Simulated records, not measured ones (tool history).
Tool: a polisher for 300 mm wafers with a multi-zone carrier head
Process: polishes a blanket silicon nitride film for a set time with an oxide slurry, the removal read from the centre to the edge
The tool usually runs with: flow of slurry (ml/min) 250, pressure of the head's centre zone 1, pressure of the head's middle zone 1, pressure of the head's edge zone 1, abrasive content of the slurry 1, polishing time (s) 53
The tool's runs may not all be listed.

run,hour,flow of slurry (ml/min),pressure of the head's centre zone,pressure of the head's middle zone,pressure of the head's edge zone,abrasive content of the slurry,polishing time (s),"incoming thickness of the incoming film, nm",film removed at the wafer's centre (nm),film removed at mid-radius (nm),film removed at the wafer's edge (nm)
1,0,310,1,1,1,1.1,53,627,53,52.3,53.4
2,52.8,170,0.9,1.09,1,0.8,53,628.7,38.5,45.6,43.8
3,158,285,1,1,1.06,1,53,642.1,49.7,50.1,52
4,225.1,250,1,1,1,1,53,621.8,48.8,48.9,49.8
# hour 274.4: slurry nozzle cleaned
5,304.2,250,1,0.92,1,1,53,623.6,48.6,45.9,49.5
# hour 386.6: worn pad replaced by a new one
6,394.1,250,1,1,1,1,53,636.9,48.6,49.7,50.8
7,507.8,250,1,1,0.89,1,53,637.7,48.6,49.7,48.1
8,544,250,1,1,1,1,53,633.1,48.5,49.1,50.9
# hour 579.9: edge zone pressure recalibrated
9,599.3,250,1.04,1,1,0.85,61,622.7,52,52.8,53.7
10,691.2,315,1.1,1,1,1.15,53,626.3,56,53.4,54.3
11,746,250,1,0.89,1,1.2,66,637.9,63.9,59.5,67.1

Estimate the outcome of run 12 from the log above:
12,828.9,275,0.95,1.12,1,1,53,621.8,?,?,?

{"run 12": {"film removed at the wafer's centre (nm)": 45.9, "film removed at mid-radius (nm)": 53.9, "film removed at the wafer's edge (nm)": 50}}
Without the tool's hidden state the same run would have given film removed at the wafer's centre (nm) 47.2, film removed at mid-radius (nm) 53.9, film removed at the wafer's edge (nm) 50.
